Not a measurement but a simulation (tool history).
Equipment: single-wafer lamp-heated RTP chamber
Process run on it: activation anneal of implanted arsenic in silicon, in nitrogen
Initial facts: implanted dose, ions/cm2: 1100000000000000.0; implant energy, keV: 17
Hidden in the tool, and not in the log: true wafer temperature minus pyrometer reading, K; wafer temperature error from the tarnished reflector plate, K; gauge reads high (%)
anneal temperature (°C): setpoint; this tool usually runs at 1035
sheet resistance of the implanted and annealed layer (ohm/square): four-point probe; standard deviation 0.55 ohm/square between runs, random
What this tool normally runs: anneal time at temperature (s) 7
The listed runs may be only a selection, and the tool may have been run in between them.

run	day	anneal temperature (°C)	anneal time at temperature (s)	wafers since the last listed run	wafers since the last pyrometer calibration	wafers since the reflector plate was cleaned	hours since the gauge calibration	read-back reference wafer on the same gauge, sheet resistance	sheet resistance of the implanted and annealed layer (ohm/square)
1	0	1035	7	0	1993	3973	71.8	105.94	120.06
2	0.846	1035	7	267	2261	4241	92.1	105.91	119.14
3	1.446	1035	7	189	2451	4431	106.5	105.99	119.89
4	2.146	1035	7	221	2673	4653	123.3	106.08	119.76
5	2.717	1045	7	180	2854	4833	137	106.04	117.35
6	3.479	1045	7	241	3095	5075	155.3	106.18	115.96
7	3.988	1035	7	160	3256	5236	167.5	106.02	120.04
# day 5.029: pyrometer window cleaned and pyrometer calibrated
8	5.162	1035	7	266	42	5502	195.7	106.02	121.73
9	5.758	1035	7	188	231	5691	210	106	123.22
10	7.221	1035	7	463	694	6154	245.1	105.88	121.26
11	8.333	1035	7	352	1046	6506	271.8	105.96	121.09
12	9.042	1054	4	224	1270	6730	288.8	105.93	121.98
13	10.375	1035	5	422	1692	7152	320.8	106.13	123.79
14	11.088	1035	5	225	1918	7378	337.9	105.95	123.46
15	11.667	1035	5	183	2101	7561	351.8	105.97	123.28
16	13.012	1013	10	426	2528	7988	384.1	105.95	121.87
17	13.55	1035	7	170	2698	8158	397	105.95	119.01
# day 16.083: pyrometer window cleaned and pyrometer calibrated
18	16.104	1048	7	703	6	8861	458.3	105.98	118.71
19	16.742	1035	4	201	208	9063	473.6	106.07	128.5
# day 21.238: reflector plate cleaned
20	21.258	1054	4	1324	1533	6	582	105.97	124.37
21	22	1058	4	234	1767	241	599.8	105.98	122.25
# day 23.483: gauge calibrated
22	25.425	1035	7	1084	2852	1326	46.6	105.86	120.9
# day 25.829: pyrometer window cleaned and pyrometer calibrated
23	26.183	1061	8	134	111	1460	64.8	106.03	113.93
24	27.092	1012	7	287	399	1748	86.6	106.1	130.49
25	28.054	1054	10	304	703	2052	109.7	106.11	113.21
26	28.671	1052	6	195	899	2248	124.5	106.04	118.39
27	29.467	1050	9	251	1151	2500	143.6	105.97	114.33
28	30.154	1035	10	217	1368	2717	160.1	105.94	116.87
29	31.038	1035	7	279	1648	2997	181.3	105.98	121.08
30	32.5	1060	9	463	2111	3460	216.4	106.1	111.35

Consider 4 possible next runs. They are alternatives, not a sequence: every one starts from the tool as it was left by run 30. What does each give?
A	32.517	1035	11	5	2116	3465	216.8	?	?
B	32.517	1021	7	5	2116	3465	216.8	?	?
C	32.517	1061	7	5	2116	3465	216.8	?	?
D	32.517	1059	7	5	2116	3465	216.8	?	?

run	read-back reference wafer on the same gauge, sheet resistance	sheet resistance of the implanted and annealed layer (ohm/square)
A	106.11	115.2
B	106.11	125.44
C	106.11	113.64
D	106.11	114.15
Had the tool no hidden state, the same runs would have come out as:
run	sheet resistance of the implanted and annealed layer (ohm/square)
A	120.08
B	131.06
C	117.68
D	118.24
